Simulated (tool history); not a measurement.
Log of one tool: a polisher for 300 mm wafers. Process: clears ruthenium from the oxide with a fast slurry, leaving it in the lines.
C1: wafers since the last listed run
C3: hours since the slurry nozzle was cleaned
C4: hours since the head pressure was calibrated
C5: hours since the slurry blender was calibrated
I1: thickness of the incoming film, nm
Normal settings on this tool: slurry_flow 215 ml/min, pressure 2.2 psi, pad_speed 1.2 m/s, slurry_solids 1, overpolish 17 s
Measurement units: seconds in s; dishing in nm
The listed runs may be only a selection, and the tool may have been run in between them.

{"run": 1, "day": 0.0, "slurry_flow": 195, "pressure": 2.2, "pad_speed": 1.2, "slurry_solids": 1, "overpolish": 12, "C1": 0, "wafers polished on this pad": 332, "C3": 631.7, "C4": 1114.3, "C5": 268.5, "I1": 271.5, "seconds": 81, "dishing": 33.1}
{"run": 2, "day": 0.596, "slurry_flow": 195, "pressure": 2.2, "pad_speed": 1.2, "slurry_solids": 1, "overpolish": 12, "C1": 114, "wafers polished on this pad": 447, "C3": 646, "C4": 1128.6, "C5": 282.8, "I1": 264.7, "seconds": 79.8, "dishing": 33.3}
{"run": 3, "day": 2.596, "slurry_flow": 215, "pressure": 1.9, "pad_speed": 1.2, "slurry_solids": 1, "overpolish": 17, "C1": 385, "wafers polished on this pad": 833, "C3": 694, "C4": 1176.6, "C5": 330.8, "I1": 265.5, "seconds": 91.4, "dishing": 40.6}
{"day": 4.375, "done": "slurry nozzle cleaned"}
{"run": 4, "day": 4.567, "slurry_flow": 215, "pressure": 1.9, "pad_speed": 1.2, "slurry_solids": 1, "overpolish": 17, "C1": 372, "wafers polished on this pad": 1206, "C3": 4.6, "C4": 1223.9, "C5": 378.1, "I1": 271, "seconds": 94.9, "dishing": 41}
{"run": 5, "day": 4.871, "slurry_flow": 215, "pressure": 1.9, "pad_speed": 1.2, "slurry_solids": 1, "overpolish": 17, "C1": 58, "wafers polished on this pad": 1264, "C3": 11.9, "C4": 1231.2, "C5": 385.4, "I1": 270, "seconds": 94.6, "dishing": 40.8}
{"day": 5.288, "done": "head pressure recalibrated"}
{"run": 6, "day": 5.579, "slurry_flow": 215, "pressure": 2.2, "pad_speed": 1.2, "slurry_solids": 1.1, "overpolish": 17, "C1": 120, "wafers polished on this pad": 1385, "C3": 28.9, "C4": 7, "C5": 402.4, "I1": 270.6, "seconds": 66.3, "dishing": 51.3}
{"run": 7, "day": 6.1, "slurry_flow": 215, "pressure": 2.2, "pad_speed": 1.2, "slurry_solids": 1.1, "overpolish": 17, "C1": 100, "wafers polished on this pad": 1485, "C3": 41.4, "C4": 19.5, "C5": 414.9, "I1": 274.5, "seconds": 68.7, "dishing": 52.3}
{"day": 6.438, "done": "worn pad replaced by a new one"}
{"run": 8, "day": 6.458, "slurry_flow": 215, "pressure": 2.2, "pad_speed": 1.2, "slurry_solids": 0.9, "overpolish": 17, "C1": 36, "wafers polished on this pad": 4, "C3": 50, "C4": 28.1, "C5": 423.5, "I1": 269.3, "seconds": 76.2, "dishing": 47.2}
{"run": 9, "day": 6.958, "slurry_flow": 215, "pressure": 2.2, "pad_speed": 1.2, "slurry_solids": 0.9, "overpolish": 17, "C1": 96, "wafers polished on this pad": 100, "C3": 62, "C4": 40.1, "C5": 435.5, "I1": 271.9, "seconds": 77.4, "dishing": 48.6}
{"day": 7.412, "done": "slurry blender recalibrated"}
{"run": 10, "day": 7.433, "slurry_flow": 215, "pressure": 2.2, "pad_speed": 0.9, "slurry_solids": 1, "overpolish": 17, "C1": 75, "wafers polished on this pad": 176, "C3": 73.4, "C4": 51.5, "C5": 0.5, "I1": 266.3, "seconds": 95.1, "dishing": 40}
{"run": 11, "day": 7.858, "slurry_flow": 215, "pressure": 2.2, "pad_speed": 0.98, "slurry_solids": 1, "overpolish": 17, "C1": 82, "wafers polished on this pad": 258, "C3": 83.6, "C4": 61.7, "C5": 10.7, "I1": 267.5, "seconds": 85.7, "dishing": 42.3}
{"run": 12, "day": 8.554, "slurry_flow": 270, "pressure": 2.5, "pad_speed": 1.2, "slurry_solids": 1, "overpolish": 17, "C1": 134, "wafers polished on this pad": 392, "C3": 100.3, "C4": 78.4, "C5": 27.4, "I1": 270.5, "seconds": 62.6, "dishing": 55.1}
{"run": 13, "day": 9.3, "slurry_flow": 235, "pressure": 2.2, "pad_speed": 1.34, "slurry_solids": 0.7, "overpolish": 8, "C1": 143, "wafers polished on this pad": 536, "C3": 118.2, "C4": 96.3, "C5": 45.3, "I1": 270.6, "seconds": 81.5, "dishing": 22.8}
{"run": 14, "day": 9.625, "slurry_flow": 215, "pressure": 3, "pad_speed": 1.2, "slurry_solids": 0.8, "overpolish": 21, "C1": 62, "wafers polished on this pad": 598, "C3": 126, "C4": 104.1, "C5": 53.1, "I1": 271.2, "seconds": 61, "dishing": 68.6}
{"run": 15, "day": 10.058, "slurry_flow": 215, "pressure": 2.2, "pad_speed": 1.2, "slurry_solids": 1, "overpolish": 17, "C1": 83, "wafers polished on this pad": 682, "C3": 136.4, "C4": 114.5, "C5": 63.5, "I1": 269.9, "seconds": 72.5, "dishing": 48.1}
{"run": 16, "day": 10.762, "slurry_flow": 280, "pressure": 2.2, "pad_speed": 0.88, "slurry_solids": 1, "overpolish": 17, "C1": 135, "wafers polished on this pad": 818, "C3": 153.3, "C4": 131.4, "C5": 80.4, "I1": 266.4, "seconds": 95.8, "dishing": 38.5}
{"run": 17, "day": 11.358, "slurry_flow": 245, "pressure": 2.2, "pad_speed": 1.2, "slurry_solids": 1, "overpolish": 17, "C1": 114, "wafers polished on this pad": 933, "C3": 167.6, "C4": 145.7, "C5": 94.7, "I1": 273.6, "seconds": 71.9, "dishing": 49.7}
{"run": 18, "day": 11.738, "slurry_flow": 215, "pressure": 2.2, "pad_speed": 1.58, "slurry_solids": 1.2, "overpolish": 17, "C1": 73, "wafers polished on this pad": 1006, "C3": 176.7, "C4": 154.8, "C5": 103.8, "I1": 275, "seconds": 51, "dishing": 66.5}
{"run": 19, "day": 12.058, "slurry_flow": 215, "pressure": 3, "pad_speed": 1.2, "slurry_solids": 0.8, "overpolish": 21, "C1": 61, "wafers polished on this pad": 1068, "C3": 184.4, "C4": 162.5, "C5": 111.5, "I1": 268, "seconds": 60.8, "dishing": 64.9}
{"run": 20, "day": 12.771, "slurry_flow": 215, "pressure": 2.6, "pad_speed": 1.02, "slurry_solids": 1, "overpolish": 17, "C1": 137, "wafers polished on this pad": 1206, "C3": 201.5, "C4": 179.6, "C5": 128.6, "I1": 267, "seconds": 72, "dishing": 48.5}

Here are 4 independent what-if runs from the current tool condition. What would each one return?
{"run": "A", "day": 12.788, "slurry_flow": 215, "pressure": 2.2, "pad_speed": 1.2, "slurry_solids": 1, "overpolish": 17, "C1": 3, "wafers polished on this pad": 1209, "C3": 201.9, "C4": 180, "C5": 129, "I1": 266.1, "seconds": "?", "dishing": "?"}
{"run": "B", "day": 12.788, "slurry_flow": 140, "pressure": 2.2, "pad_speed": 1.2, "slurry_solids": 0.7, "overpolish": 17, "C1": 3, "wafers polished on this pad": 1209, "C3": 201.9, "C4": 180, "C5": 129, "I1": 266.1, "seconds": "?", "dishing": "?"}
{"run": "C", "day": 12.788, "slurry_flow": 240, "pressure": 1.6, "pad_speed": 1.2, "slurry_solids": 0.9, "overpolish": 10, "C1": 3, "wafers polished on this pad": 1209, "C3": 201.9, "C4": 180, "C5": 129, "I1": 266.1, "seconds": "?", "dishing": "?"}
{"run": "D", "day": 12.788, "slurry_flow": 240, "pressure": 2.2, "pad_speed": 1.42, "slurry_solids": 0.8, "overpolish": 9, "C1": 3, "wafers polished on this pad": 1209, "C3": 201.9, "C4": 180, "C5": 129, "I1": 266.1, "seconds": "?", "dishing": "?"}

run=A seconds=71.2 dishing=49.8
run=B seconds=94.1 dishing=39.4
run=C seconds=102.5 dishing=22.7
run=D seconds=68.9 dishing=29.6
Stripped of hidden state, with their random variation kept, the same runs would have yielded:
run=A seconds=70.6 dishing=50.1
run=B seconds=93.3 dishing=39.7
run=C seconds=101.6 dishing=22.9
run=D seconds=68.3 dishing=29.9
